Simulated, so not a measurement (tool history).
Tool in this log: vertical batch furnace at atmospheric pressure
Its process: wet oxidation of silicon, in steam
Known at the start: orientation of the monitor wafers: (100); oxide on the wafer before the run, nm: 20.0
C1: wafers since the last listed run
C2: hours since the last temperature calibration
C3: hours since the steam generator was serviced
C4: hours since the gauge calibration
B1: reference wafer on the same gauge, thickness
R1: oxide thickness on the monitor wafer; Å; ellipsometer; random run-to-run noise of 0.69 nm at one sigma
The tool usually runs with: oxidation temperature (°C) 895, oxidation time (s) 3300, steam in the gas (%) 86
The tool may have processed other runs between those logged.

run 1 hour=0.0 | oxidation_temperature_(°C)=915 oxidation_time_(s)=4410 steam_in_the_gas_(%)=86 | C1=0 C2=2660.9 C3=1535.6 C4=1950.6 | B1=124.29 | R1=2230.4
run 2 hour=107.8 | oxidation_temperature_(°C)=895 oxidation_time_(s)=3300 steam_in_the_gas_(%)=86 | C1=1869 C2=2768.7 C3=1643.4 C4=2058.4 | B1=123.96 | R1=1422.1
run 3 hour=191.8 | oxidation_temperature_(°C)=895 oxidation_time_(s)=3300 steam_in_the_gas_(%)=86 | C1=1457 C2=2852.7 C3=1727.4 C4=2142.4 | B1=124.18 | R1=1401.3
run 4 hour=278.5 | oxidation_temperature_(°C)=895 oxidation_time_(s)=3300 steam_in_the_gas_(%)=86 | C1=1503 C2=2939.4 C3=1814.1 C4=2229.1 | B1=123.83 | R1=1407.3
run 5 hour=375.7 | oxidation_temperature_(°C)=895 oxidation_time_(s)=3300 steam_in_the_gas_(%)=86 | C1=1685 C2=3036.6 C3=1911.3 C4=2326.3 | B1=124.07 | R1=1410.8
run 6 hour=438.3 | oxidation_temperature_(°C)=895 oxidation_time_(s)=3300 steam_in_the_gas_(%)=86 | C1=1085 C2=3099.2 C3=1973.9 C4=2388.9 | B1=123.87 | R1=1402.5
run 7 hour=482.2 | oxidation_temperature_(°C)=895 oxidation_time_(s)=3300 steam_in_the_gas_(%)=86 | C1=761 C2=3143.1 C3=2017.8 C4=2432.8 | B1=123.86 | R1=1425.2
run 8 hour=537.7 | oxidation_temperature_(°C)=895 oxidation_time_(s)=3300 steam_in_the_gas_(%)=81 | C1=962 C2=3198.6 C3=2073.3 C4=2488.3 | B1=124.17 | R1=1341.7
run 9 hour=617.2 | oxidation_temperature_(°C)=895 oxidation_time_(s)=3300 steam_in_the_gas_(%)=81 | C1=1378 C2=3278.1 C3=2152.8 C4=2567.8 | B1=124.18 | R1=1343.5
run 10 hour=653.4 | oxidation_temperature_(°C)=884 oxidation_time_(s)=3300 steam_in_the_gas_(%)=89 | C1=627 C2=3314.3 C3=2189.0 C4=2604.0 | B1=123.85 | R1=1269.1
run 11 hour=718.6 | oxidation_temperature_(°C)=875 oxidation_time_(s)=3300 steam_in_the_gas_(%)=86 | C1=1130 C2=3379.5 C3=2254.2 C4=2669.2 | B1=124.09 | R1=1087.3
run 12 hour=760.8 | oxidation_temperature_(°C)=875 oxidation_time_(s)=3300 steam_in_the_gas_(%)=86 | C1=731 C2=3421.7 C3=2296.4 C4=2711.4 | B1=124.03 | R1=1090.8
run 13 hour=811.9 | oxidation_temperature_(°C)=875 oxidation_time_(s)=3300 steam_in_the_gas_(%)=86 | C1=886 C2=3472.8 C3=2347.5 C4=2762.5 | B1=124.45 | R1=1090.4
run 14 hour=878.1 | oxidation_temperature_(°C)=895 oxidation_time_(s)=3300 steam_in_the_gas_(%)=82 | C1=1148 C2=3539.0 C3=2413.7 C4=2828.7 | B1=123.84 | R1=1367.1
-- hour=894.4 gauge calibrated
run 15 hour=927.1 | oxidation_temperature_(°C)=895 oxidation_time_(s)=3300 steam_in_the_gas_(%)=82 | C1=849 C2=3588.0 C3=2462.7 C4=32.7 | B1=123.84 | R1=1356.2
run 16 hour=1021.7 | oxidation_temperature_(°C)=895 oxidation_time_(s)=3300 steam_in_the_gas_(%)=82 | C1=1640 C2=3682.6 C3=2557.3 C4=127.3 | B1=124.01 | R1=1344.6
run 17 hour=1070.9 | oxidation_temperature_(°C)=912 oxidation_time_(s)=3300 steam_in_the_gas_(%)=86 | C1=853 C2=3731.8 C3=2606.5 C4=176.5 | B1=123.69 | R1=1712.6
run 18 hour=1387.0 | oxidation_temperature_(°C)=912 oxidation_time_(s)=3300 steam_in_the_gas_(%)=86 | C1=5482 C2=4047.9 C3=2922.6 C4=492.6 | B1=124.17 | R1=1697.6
run 19 hour=1483.3 | oxidation_temperature_(°C)=889 oxidation_time_(s)=4110 steam_in_the_gas_(%)=77 | C1=1670 C2=4144.2 C3=3018.9 C4=588.9 | B1=124.47 | R1=1411.7
run 20 hour=1566.4 | oxidation_temperature_(°C)=895 oxidation_time_(s)=2850 steam_in_the_gas_(%)=81 | C1=1441 C2=4227.3 C3=3102.0 C4=672.0 | B1=124.24 | R1=1173.5
run 21 hour=1614.8 | oxidation_temperature_(°C)=874 oxidation_time_(s)=3300 steam_in_the_gas_(%)=82 | C1=839 C2=4275.7 C3=3150.4 C4=720.4 | B1=124.08 | R1=1026.8
run 22 hour=1680.4 | oxidation_temperature_(°C)=895 oxidation_time_(s)=3300 steam_in_the_gas_(%)=86 | C1=1137 C2=4341.3 C3=3216.0 C4=786.0 | B1=124.28 | R1=1394.3
run 23 hour=1755.2 | oxidation_temperature_(°C)=895 oxidation_time_(s)=3300 steam_in_the_gas_(%)=86 | C1=1297 C2=4416.1 C3=3290.8 C4=860.8 | B1=124.01 | R1=1397.0
run 24 hour=1791.7 | oxidation_temperature_(°C)=895 oxidation_time_(s)=3300 steam_in_the_gas_(%)=86 | C1=633 C2=4452.6 C3=3327.3 C4=897.3 | B1=123.82 | R1=1379.8
-- hour=1874.2 steam generator serviced
run 25 hour=1894.1 | oxidation_temperature_(°C)=895 oxidation_time_(s)=3300 steam_in_the_gas_(%)=86 | C1=1359 C2=4555.0 C3=19.9 C4=999.7 | B1=123.92 | R1=1470.3
run 26 hour=1989.2 | oxidation_temperature_(°C)=895 oxidation_time_(s)=1830 steam_in_the_gas_(%)=86 | C1=1649 C2=4650.1 C3=115.0 C4=1094.8 | B1=124.16 | R1=943.0
run 27 hour=2040.5 | oxidation_temperature_(°C)=913 oxidation_time_(s)=1680 steam_in_the_gas_(%)=86 | C1=889 C2=4701.4 C3=166.3 C4=1146.1 | B1=123.74 | R1=1062.0
run 28 hour=2089.2 | oxidation_temperature_(°C)=895 oxidation_time_(s)=2520 steam_in_the_gas_(%)=86 | C1=844 C2=4750.1 C3=215.0 C4=1194.8 | B1=124.37 | R1=1211.1
run 29 hour=2145.8 | oxidation_temperature_(°C)=895 oxidation_time_(s)=3900 steam_in_the_gas_(%)=95 | C1=981 C2=4806.7 C3=271.6 C4=1251.4 | B1=123.96 | R1=1822.4
run 30 hour=2197.9 | oxidation_temperature_(°C)=887 oxidation_time_(s)=4140 steam_in_the_gas_(%)=92 | C1=903 C2=4858.8 C3=323.7 C4=1303.5 | B1=124.01 | R1=1683.4
run 31 hour=2243.3 | oxidation_temperature_(°C)=895 oxidation_time_(s)=3300 steam_in_the_gas_(%)=94 | C1=787 C2=4904.2 C3=369.1 C4=1348.9 | B1=124.04 | R1=1589.1
-- hour=2342.9 thermocouples replaced and temperature profile calibrated
run 32 hour=2343.4 | oxidation_temperature_(°C)=884 oxidation_time_(s)=3300 steam_in_the_gas_(%)=97 | C1=1319 C2=0.5 C3=469.2 C4=1449.0 | B1=124.09 | R1=1313.4
run 33 hour=2419.3 | oxidation_temperature_(°C)=871 oxidation_time_(s)=4170 steam_in_the_gas_(%)=86 | C1=1316 C2=76.4 C3=545.1 C4=1524.9 | B1=124.16 | R1=1211.0
run 34 hour=2479.7 | oxidation_temperature_(°C)=895 oxidation_time_(s)=4860 steam_in_the_gas_(%)=81 | C1=1047 C2=136.8 C3=605.5 C4=1585.3 | B1=123.97 | R1=1788.6
run 35 hour=2572.7 | oxidation_temperature_(°C)=873 oxidation_time_(s)=4380 steam_in_the_gas_(%)=75 | C1=1613 C2=229.8 C3=698.5 C4=1678.3 | B1=123.88 | R1=1160.9
run 36 hour=2677.8 | oxidation_temperature_(°C)=895 oxidation_time_(s)=3300 steam_in_the_gas_(%)=86 | C1=1823 C2=334.9 C3=803.6 C4=1783.4 | B1=124.39 | R1=1373.9
run 37 hour=2932.4 | oxidation_temperature_(°C)=883 oxidation_time_(s)=2130 steam_in_the_gas_(%)=79 | C1=4416 C2=589.5 C3=1058.2 C4=2038.0 | B1=124.15 | R1=795.7

For some of the steps in R1 from one run to the next: how much would appear even if the tool had no hidden state, given the settings, what came in and random variation, and how much remains for the hidden state plus any gauge scatter that the measured result and the result without hidden state don't share?
The hidden state here: true tube temperature minus thermocouple reading, K; steam share off its setpoint, % of the setpoint; gauge reads high (%).
Run 1 -> 2: oxidation temperature (°C) 915 -> 895, oxidation time (s) 4410 -> 3300. R1 -808.3 Å: hidden state -6.5, all else -801.8.
Run 24 -> 25: steam generator serviced. R1 +90.5 Å: hidden state +89.4, all else +1.1.
Run 28 -> 29: oxidation time (s) 2520 -> 3900, steam in the gas (%) 86 -> 95. R1 +611.3 Å: hidden state +45.3, all else +566.0.
Run 31 -> 32: oxidation temperature (°C) 895 -> 884, steam in the gas (%) 94 -> 97, thermocouples replaced and temperature profile calibrated. R1 -275.7 Å: hidden state -114.9, all else -160.8.
Run 34 -> 35: oxidation temperature (°C) 895 -> 873, oxidation time (s) 4860 -> 4380, steam in the gas (%) 81 -> 75. R1 -627.7 Å: hidden state +0.0, all else -627.7.
